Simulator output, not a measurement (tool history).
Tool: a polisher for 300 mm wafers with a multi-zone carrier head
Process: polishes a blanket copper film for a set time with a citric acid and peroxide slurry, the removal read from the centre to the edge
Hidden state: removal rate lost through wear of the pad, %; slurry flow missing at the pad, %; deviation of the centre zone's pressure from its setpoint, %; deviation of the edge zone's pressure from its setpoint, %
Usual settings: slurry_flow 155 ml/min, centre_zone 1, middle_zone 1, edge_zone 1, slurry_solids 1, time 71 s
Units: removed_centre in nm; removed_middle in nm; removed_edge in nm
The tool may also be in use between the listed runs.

| run | hour | slurry_flow | centre_zone | middle_zone | edge_zone | slurry_solids | time | wafers since the last listed run | wafers polished on this pad | hours since the slurry nozzle was cleaned | hours since the centre zone pressure was calibrated | hours since the edge zone pressure was calibrated | hours since the carrier head's membrane was replaced | incoming thickness of the incoming film, nm | removed_centre | removed_middle | removed_edge |
|---|---|---|---|---|---|---|---|---|---|---|---|---|---|---|---|---|---|
| 1 | 0 | 155 | 1 | 1 | 1 | 1 | 60 | 0 | 727 | 625 | 901.4 | 578.7 | 909.7 | 563.7 | 93.7 | 99.7 | 100.8 |
|  | 71.9 | centre zone pressure recalibrated |
| 2 | 95.9 | 190 | 1 | 1 | 1.1 | 0.75 | 71 | 576 | 1304 | 720.9 | 24 | 674.6 | 1005.6 | 565.9 | 117.1 | 117.7 | 121.2 |
| 3 | 140.8 | 155 | 1 | 1 | 1 | 1 | 71 | 275 | 1580 | 765.8 | 68.9 | 719.5 | 1050.5 | 574.7 | 116.8 | 117.4 | 118.2 |
| 4 | 206.7 | 155 | 1 | 1 | 1 | 1 | 71 | 404 | 1985 | 831.7 | 134.8 | 785.4 | 1116.4 | 565.4 | 114.8 | 118.4 | 119.7 |
|  | 240.5 | slurry nozzle cleaned |
| 5 | 308.9 | 205 | 1 | 1 | 0.89 | 1.1 | 83 | 621 | 2606 | 68.4 | 237 | 887.6 | 1218.6 | 571.6 | 142.8 | 148.2 | 141.4 |
| 6 | 365 | 155 | 1 | 1 | 0.92 | 1 | 71 | 344 | 2951 | 124.5 | 293.1 | 943.7 | 1274.7 | 568.7 | 114.5 | 119 | 114.3 |
| 7 | 438.1 | 155 | 1 | 1 | 1 | 1 | 71 | 448 | 3400 | 197.6 | 366.2 | 1016.8 | 1347.8 | 567.1 | 114.3 | 118.7 | 116.8 |
|  | 455.5 | edge zone pressure recalibrated |
|  | 461.1 | carrier head's membrane replaced by a new one |
| 8 | 474.7 | 155 | 1 | 1 | 1 | 1 | 71 | 181 | 3582 | 234.2 | 402.8 | 19.2 | 13.6 | 579 | 111.1 | 118 | 119.9 |
|  | 532.3 | worn pad replaced by a new one |
| 9 | 538.8 | 155 | 1 | 1 | 1 | 1 | 71 | 369 | 39 | 298.3 | 466.9 | 83.3 | 77.7 | 571.1 | 113.1 | 115.5 | 118.4 |
| 10 | 627.8 | 155 | 0.91 | 0.92 | 1 | 1 | 48 | 546 | 586 | 387.3 | 555.9 | 172.3 | 166.7 | 558.4 | 73.1 | 72.8 | 80 |
| 11 | 721.2 | 155 | 1.04 | 1 | 0.91 | 1 | 96 | 573 | 1160 | 480.7 | 649.3 | 265.7 | 260.1 | 571 | 154.4 | 159.9 | 155 |
| 12 | 788 | 190 | 1.12 | 1 | 0.96 | 1 | 64 | 410 | 1570 | 547.5 | 716.1 | 332.5 | 326.9 | 560.1 | 112.8 | 111.3 | 107.6 |
| 13 | 831.1 | 155 | 1.11 | 0.96 | 1 | 0.85 | 71 | 264 | 1835 | 590.6 | 759.2 | 375.6 | 370 | 576.5 | 115.9 | 109.9 | 115.3 |
| 14 | 867.8 | 155 | 1.06 | 0.9 | 0.94 | 1.3 | 71 | 225 | 2060 | 627.3 | 795.9 | 412.3 | 406.7 | 574.3 | 122.7 | 115 | 122.8 |
|  | 894 | centre zone pressure recalibrated |
| 15 | 974.9 | 155 | 1 | 1 | 1 | 1 | 71 | 645 | 2706 | 734.4 | 80.9 | 519.4 | 513.8 | 574.2 | 114.4 | 117.6 | 119.7 |
|  | 1096.7 | slurry nozzle cleaned |
| 16 | 1118.5 | 155 | 1 | 1 | 1 | 1 | 71 | 875 | 3582 | 21.8 | 224.5 | 663 | 657.4 | 576 | 113.7 | 119.2 | 121.2 |
| 17 | 1208.3 | 155 | 1.04 | 1 | 0.94 | 1 | 71 | 551 | 4133 | 111.6 | 314.3 | 752.8 | 747.2 | 558.9 | 114 | 118.8 | 117.3 |
|  | 1363.9 | worn pad replaced by a new one |
| 18 | 1493.2 | 155 | 1 | 1 | 1 | 1 | 71 | 1725 | 794 | 396.5 | 599.2 | 1037.7 | 1032.1 | 563.8 | 112.4 | 118.2 | 118.4 |

Run 19 comes next. What will it give?
|  | 1586.8 | edge zone pressure recalibrated |
|  | 1686.9 | centre zone pressure recalibrated |
|  | 1706.9 | carrier head's membrane replaced by a new one |
| 19 | 1780.1 | 155 | 0.91 | 1 | 0.93 | 1.25 | 71 | 1706 | 2501 | 683.4 | 93.2 | 193.3 | 73.2 | 559.9 | ? | ? | ? |

removed_centre: 114.6 nm
removed_middle: 123 nm
removed_edge: 121.4 nm
Without the tool's hidden state the same run would have given removed_centre 115.6 nm, removed_middle 123 nm, removed_edge 121.4 nm.

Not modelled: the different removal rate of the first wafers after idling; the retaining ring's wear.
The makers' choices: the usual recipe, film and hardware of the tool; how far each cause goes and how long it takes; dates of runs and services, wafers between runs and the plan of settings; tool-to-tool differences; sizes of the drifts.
